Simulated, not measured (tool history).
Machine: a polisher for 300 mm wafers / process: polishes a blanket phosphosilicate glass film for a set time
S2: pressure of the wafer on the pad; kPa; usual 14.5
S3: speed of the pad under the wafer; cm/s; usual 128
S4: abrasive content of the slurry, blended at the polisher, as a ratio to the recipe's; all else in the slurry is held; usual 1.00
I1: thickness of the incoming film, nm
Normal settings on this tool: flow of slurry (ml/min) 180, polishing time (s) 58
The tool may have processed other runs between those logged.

{"run": 1, "day": 0.0, "flow of slurry (ml/min)": 180, "S2": 14.5, "S3": 128, "S4": 1.2, "polishing time (s)": 58, "I1": 1901.2, "film removed (angstrom)": 4999}
{"run": 2, "day": 0.921, "flow of slurry (ml/min)": 180, "S2": 14.5, "S3": 128, "S4": 1.0, "polishing time (s)": 58, "I1": 1887.7, "film removed (angstrom)": 4433}
{"run": 3, "day": 1.512, "flow of slurry (ml/min)": 180, "S2": 14.5, "S3": 128, "S4": 1.0, "polishing time (s)": 58, "I1": 1884.5, "film removed (angstrom)": 4481}
{"run": 4, "day": 2.567, "flow of slurry (ml/min)": 180, "S2": 14.5, "S3": 128, "S4": 1.0, "polishing time (s)": 58, "I1": 1887.9, "film removed (angstrom)": 4553}
{"day": 4.538, "done": "worn pad replaced by a new one"}
{"run": 5, "day": 6.612, "flow of slurry (ml/min)": 180, "S2": 10.3, "S3": 128, "S4": 1.0, "polishing time (s)": 58, "I1": 1877.9, "film removed (angstrom)": 3236}
{"run": 6, "day": 7.204, "flow of slurry (ml/min)": 180, "S2": 10.3, "S3": 128, "S4": 1.0, "polishing time (s)": 58, "I1": 1891.6, "film removed (angstrom)": 3184}
{"day": 7.45, "done": "head pressure recalibrated"}
{"day": 8.438, "done": "slurry blender recalibrated"}
{"run": 7, "day": 8.675, "flow of slurry (ml/min)": 180, "S2": 10.3, "S3": 128, "S4": 1.0, "polishing time (s)": 58, "I1": 1864.7, "film removed (angstrom)": 3220}
{"day": 8.929, "done": "worn pad replaced by a new one"}
{"day": 9.479, "done": "conditioning disc replaced and pad reconditioned"}
{"run": 8, "day": 9.729, "flow of slurry (ml/min)": 180, "S2": 14.5, "S3": 128, "S4": 1.0, "polishing time (s)": 58, "I1": 1870.9, "film removed (angstrom)": 4436}
{"day": 9.779, "done": "slurry nozzle cleaned"}
{"run": 9, "day": 11.192, "flow of slurry (ml/min)": 130, "S2": 14.5, "S3": 158, "S4": 1.0, "polishing time (s)": 58, "I1": 1880.2, "film removed (angstrom)": 4996}
{"day": 13.096, "done": "worn pad replaced by a new one"}
{"run": 10, "day": 15.575, "flow of slurry (ml/min)": 220, "S2": 14.5, "S3": 128, "S4": 1.0, "polishing time (s)": 58, "I1": 1867.0, "film removed (angstrom)": 4683}
{"run": 11, "day": 17.046, "flow of slurry (ml/min)": 160, "S2": 18.6, "S3": 156, "S4": 1.25, "polishing time (s)": 58, "I1": 1843.0, "film removed (angstrom)": 7556}
{"day": 17.233, "done": "worn pad replaced by a new one"}
{"run": 12, "day": 18.204, "flow of slurry (ml/min)": 205, "S2": 13.1, "S3": 116, "S4": 1.3, "polishing time (s)": 58, "I1": 1911.0, "film removed (angstrom)": 4454}
{"run": 13, "day": 18.879, "flow of slurry (ml/min)": 130, "S2": 14.5, "S3": 158, "S4": 1.0, "polishing time (s)": 58, "I1": 1875.7, "film removed (angstrom)": 4973}
{"day": 19.454, "done": "conditioning disc replaced and pad reconditioned"}
{"run": 14, "day": 20.35, "flow of slurry (ml/min)": 130, "S2": 14.5, "S3": 128, "S4": 1.0, "polishing time (s)": 58, "I1": 1883.5, "film removed (angstrom)": 4218}

Here are 3 independent what-if runs from the current tool condition. What would each one return?
{"run": "A", "day": 20.367, "flow of slurry (ml/min)": 180, "S2": 14.5, "S3": 128, "S4": 1.0, "polishing time (s)": 58, "I1": 1921.3, "film removed (angstrom)": "?"}
{"run": "B", "day": 20.367, "flow of slurry (ml/min)": 155, "S2": 14.5, "S3": 108, "S4": 0.9, "polishing time (s)": 58, "I1": 1921.3, "film removed (angstrom)": "?"}
{"run": "C", "day": 20.367, "flow of slurry (ml/min)": 155, "S2": 10.3, "S3": 128, "S4": 1.0, "polishing time (s)": 58, "I1": 1921.3, "film removed (angstrom)": "?"}

run=A film_removed_(angstrom)=4505
run=B film_removed_(angstrom)=3548
run=C film_removed_(angstrom)=3158
What these runs would have given with no unlogged condition in the tool:
run=A film_removed_(angstrom)=4505
run=B film_removed_(angstrom)=3548
run=C film_removed_(angstrom)=3158
